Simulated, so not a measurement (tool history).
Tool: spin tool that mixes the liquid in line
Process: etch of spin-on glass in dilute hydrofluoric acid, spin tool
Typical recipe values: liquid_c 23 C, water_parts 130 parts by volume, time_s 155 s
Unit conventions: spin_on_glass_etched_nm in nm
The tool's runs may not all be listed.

run	hour	liquid_c	water_parts	time_s	read-back film thickness of the spin-on glass reference wafer, read on the same gauge (nm)	spin_on_glass_etched_nm
1	0	23	130	115	30.67	40.03
2	49.9	23	130	115	30.73	40.82
3	153.2	23	130	155	30.86	53.44
4	192.4	23	130	155	30.9	54.3
5	240.4	23	130	155	30.96	53.66
6	329	23	130	155	31.06	54.17
7	428.1	23	130	220	31.18	77.75
8	520.8	23	130	155	31.31	55.04
9	614.8	25	155	215	31.41	66.94
# hour 652.2: gauge calibrated
10	686.8	27	185	110	29.98	28.5
11	788.9	21.5	100	75	30.09	32.03
# hour 791.8: thermometer replaced
# hour 836.1: hydrofluoric acid flow meter replaced
12	867.9	23	100	155	30.19	71.14
13	911	18.5	190	90	30.24	16.82
14	977.7	19	85	105	30.31	49.32
15	1069	21.5	185	110	30.43	23.36

Branching from run 15: 5 alternative next runs. What would each branch give?
A	1069.5	23	130	180	?	?
B	1069.5	26.5	130	155	?	?
C	1069.5	23	130	225	?	?
D	1069.5	27	130	155	?	?
E	1069.5	20	85	225	?	?

run	read-back film thickness of the spin-on glass reference wafer, read on the same gauge (nm)	spin_on_glass_etched_nm
A	30.43	62.96
B	30.43	62.04
C	30.43	78.7
D	30.43	63.22
E	30.43	112.3
Without the tool's unlogged condition, the same runs would have read:
run	spin_on_glass_etched_nm
A	62.05
B	61.14
C	77.56
D	62.3
E	110.67
